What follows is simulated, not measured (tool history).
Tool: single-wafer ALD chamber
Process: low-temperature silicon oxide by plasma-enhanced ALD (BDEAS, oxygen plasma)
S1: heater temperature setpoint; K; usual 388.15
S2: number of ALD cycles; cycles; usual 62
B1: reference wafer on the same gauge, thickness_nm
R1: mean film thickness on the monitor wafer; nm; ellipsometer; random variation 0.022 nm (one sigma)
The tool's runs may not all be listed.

run 1 hour=0 | S1=388.15 S2=56 | B1=7.352 | R1=7.9
run 2 hour=14.9 | S1=382.15 S2=62 | B1=7.347 | R1=8.878
-- hour=27.1 gauge calibrated
run 3 hour=29.4 | S1=388.15 S2=62 | B1=7.346 | R1=8.722
run 4 hour=46.7 | S1=388.15 S2=62 | B1=7.35 | R1=8.753
run 5 hour=58.8 | S1=388.15 S2=62 | B1=7.36 | R1=8.748
run 6 hour=69.5 | S1=388.15 S2=62 | B1=7.349 | R1=8.773
run 7 hour=85.3 | S1=388.15 S2=62 | B1=7.343 | R1=8.806
run 8 hour=100.5 | S1=393.15 S2=62 | B1=7.344 | R1=8.678
-- hour=106.4 gauge calibrated
run 9 hour=114.4 | S1=388.15 S2=62 | B1=7.347 | R1=8.792
-- hour=128.4 thermocouple changed; heater temperature recalibrated
run 10 hour=128.9 | S1=402.15 S2=52 | B1=7.35 | R1=7.105
run 11 hour=138.1 | S1=388.15 S2=54 | B1=7.351 | R1=7.664
run 12 hour=147.9 | S1=401.15 S2=53 | B1=7.35 | R1=7.29
run 13 hour=155 | S1=388.15 S2=62 | B1=7.349 | R1=8.785
run 14 hour=166.9 | S1=397.15 S2=74 | B1=7.357 | R1=10.267

The tool's hidden state at each run:
wafer temperature above the value expected at the setpoint (K): 0 in every run
gauge reads high (%): 0 in every run
